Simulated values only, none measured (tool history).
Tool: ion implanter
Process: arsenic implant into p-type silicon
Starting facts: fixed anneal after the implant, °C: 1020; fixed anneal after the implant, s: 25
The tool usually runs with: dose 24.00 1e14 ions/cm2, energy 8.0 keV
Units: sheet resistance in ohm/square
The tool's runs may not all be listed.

| run | hour | dose | energy | read-back reference wafer on the same gauge, sheet resistance | sheet resistance |
|---|---|---|---|---|---|
| 1 | 0.0 | 27.76 | 8.0 | 109.66 | 92.26 |
| 2 | 73.4 | 22.46 | 8.0 | 109.71 | 95.55 |
| 3 | 126.0 | 19.73 | 8.0 | 109.71 | 98.13 |
| 4 | 196.1 | 19.73 | 8.0 | 109.70 | 98.04 |
| 5 | 252.0 | 24.00 | 8.0 | 109.69 | 94.21 |
| 6 | 312.0 | 24.00 | 8.0 | 109.70 | 94.38 |
| 7 | 382.3 | 19.08 | 8.0 | 109.69 | 98.39 |
| 8 | 473.5 | 19.08 | 8.0 | 109.74 | 98.52 |
| 9 | 538.2 | 19.08 | 8.0 | 109.67 | 98.46 |
|  | 705.1 | Faraday cup replaced and dose calibrated |
| 10 | 857.1 | 24.00 | 8.0 | 109.70 | 94.77 |
| 11 | 935.7 | 24.00 | 8.0 | 109.74 | 94.82 |
| 12 | 1253.9 | 24.00 | 8.0 | 109.68 | 94.55 |
| 13 | 1342.5 | 24.00 | 8.0 | 109.73 | 94.61 |
| 14 | 1446.1 | 24.00 | 8.0 | 109.68 | 94.44 |
| 15 | 1503.1 | 24.00 | 8.0 | 109.70 | 94.46 |
| 16 | 1550.1 | 24.00 | 8.0 | 109.67 | 94.47 |
| 17 | 1591.6 | 28.43 | 8.0 | 109.70 | 91.85 |
|  | 1683.1 | gauge calibrated |
| 18 | 1684.7 | 30.19 | 9.5 | 109.66 | 89.51 |
| 19 | 1735.6 | 24.00 | 10.5 | 109.69 | 91.82 |
|  | 1758.9 | extraction supply calibrated |
| 20 | 1814.5 | 30.20 | 10.0 | 109.68 | 89.10 |
| 21 | 1918.8 | 19.39 | 8.0 | 109.67 | 98.01 |
|  | 1982.2 | Faraday cup replaced and dose calibrated |
| 22 | 2003.8 | 18.68 | 6.5 | 109.66 | 101.44 |
| 23 | 2072.5 | 24.00 | 8.0 | 109.74 | 94.94 |

Forecast run 24:
| 24 | 2114.6 | 26.20 | 6.5 | ? | ? |

Run 24 measured read-back reference wafer on the same gauge, sheet resistance 109.68, sheet resistance 94.76 ohm/square.
On a tool with no hidden condition, and with the same random variation, this run would have come out at sheet resistance 95.00 ohm/square.
